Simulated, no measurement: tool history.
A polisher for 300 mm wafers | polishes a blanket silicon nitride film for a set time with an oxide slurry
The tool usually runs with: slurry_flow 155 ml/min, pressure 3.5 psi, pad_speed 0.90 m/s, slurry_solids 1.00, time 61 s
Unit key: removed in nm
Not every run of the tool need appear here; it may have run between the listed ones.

run    hour  slurry_flow  pressure  pad_speed  slurry_solids  time  wafers since the last listed run  wafers polished on this pad  hours since the slurry nozzle was cleaned  hours since the head pressure was calibrated  hours since the slurry blender was calibrated  hours since the conditioning disc was replaced  incoming thickness of the incoming film, nm  removed
  1     0.0          155       3.5       0.72           1.00    61                                 0                         2821                                      258.1                                         719.8                                          375.0                                           435.2                                        291.2     28.4
       13.5  -- conditioning disc replaced and pad reconditioned
  2    88.1          155       3.5       0.90           0.85    73                               936                         3757                                      346.2                                         807.9                                          463.1                                            74.6                                        290.3     35.9
      132.8  -- slurry blender recalibrated
  3   156.0          155       3.5       0.90           0.85    73                               717                         4475                                      414.1                                         875.8                                           23.2                                           142.5                                        286.8     37.8
      200.9  -- worn pad replaced by a new one
  4   254.5          155       3.5       0.90           0.85    73                              1028                          583                                      512.6                                         974.3                                          121.7                                           241.0                                        288.2     36.9
  5   303.1          155       3.5       0.90           1.00    61                               528                         1112                                      561.2                                        1022.9                                          170.3                                           289.6                                        292.0     34.5
  6   397.3          195       2.8       0.90           1.20    68                              1025                         2137                                      655.4                                        1117.1                                          264.5                                           383.8                                        291.8     34.9
  7   477.2          155       3.5       0.90           1.00    40                               869                         3006                                      735.3                                        1197.0                                          344.4                                           463.7                                        289.3     22.4
  8   528.9          155       3.5       0.90           1.00    61                               562                         3569                                      787.0                                        1248.7                                          396.1                                           515.4                                        291.2     33.8
      535.9  -- slurry nozzle cleaned
      611.2  -- conditioning disc replaced and pad reconditioned
      615.4  -- head pressure recalibrated
  9   619.0          155       3.5       0.90           0.85    73                               926                         4495                                       83.1                                           3.6                                          486.2                                             7.8                                        294.8     36.7
 10   672.6          155       3.5       0.90           1.00    61                               583                         5078                                      136.7                                          57.2                                          539.8                                            61.4                                        288.3     34.5
      702.5  -- worn pad replaced by a new one
      735.1  -- slurry blender recalibrated
 11   758.3          155       4.0       1.16           1.20    61                               867                          585                                      222.4                                         142.9                                           23.2                                           147.1                                        290.1     52.5
 12   861.5          110       3.8       1.06           1.00    61                              1123                         1708                                      325.6                                         246.1                                          126.4                                           250.3                                        290.3     38.8
 13   965.4          155       3.5       0.90           0.85    73                              1130                         2839                                      429.5                                         350.0                                          230.3                                           354.2                                        290.6     36.8
 14  1022.3          155       3.5       0.74           1.30    77                               619                         3458                                      486.4                                         406.9                                          287.2                                           411.1                                        290.6     44.1
 15  1079.7          155       3.5       1.06           1.25    61                               624                         4082                                      543.8                                         464.3                                          344.6                                           468.5                                        295.8     43.3
 16  1118.1          135       3.5       0.90           1.00    61                               417                         4500                                      582.2                                         502.7                                          383.0                                           506.9                                        288.5     34.1
     1161.7  -- conditioning disc replaced and pad reconditioned
     1200.6  -- slurry blender recalibrated
 17  1201.1          155       3.5       1.16           1.00    61                               859                         5360                                      665.2                                         585.7                                            0.5                                            39.4                                        294.3     42.5
     1219.2  -- worn pad replaced by a new one
 18  1253.4          130       3.0       0.90           1.15    61                               525                          372                                      717.5                                         638.0                                           52.8                                            91.7                                        288.0     31.4
 19  1333.8          200       3.5       1.18           1.00    73                               874                         1247                                      797.9                                         718.4                                          133.2                                           172.1                                        291.0     51.9
     1368.9  -- slurry nozzle cleaned
 20  1379.5          170       4.2       0.90           1.00    50                               486                         1733                                       10.6                                         764.1                                          178.9                                           217.8                                        290.5     35.1
 21  1427.0          205       3.5       1.20           0.80    61                               516                         2250                                       58.1                                         811.6                                          226.4                                           265.3                                        292.2     38.1
 22  1531.7          125       2.9       0.90           0.90    47                              1139                         3389                                      162.8                                         916.3                                          331.1                                           370.0                                        292.7     19.9
 23  1589.3          155       3.5       0.62           1.25    75                               626                         4016                                      220.4                                         973.9                                          388.7                                           427.6                                        291.1     35.9
 24  1693.3          155       3.5       0.62           1.15    61                              1131                         5148                                      324.4                                        1077.9                                          492.7                                           531.6                                        290.3     28.2

Hidden state, per run?
removal rate lost through wear of the pad, %: 0 across all the runs
slurry flow missing at the pad, %: 0 across all the runs
deviation of the head's pressure from its setpoint, %: 0 across all the runs
abrasive missing from the slurry, %: 0 across all the runs
time polished since the conditioner stopped cutting, s: 0 across all the runs
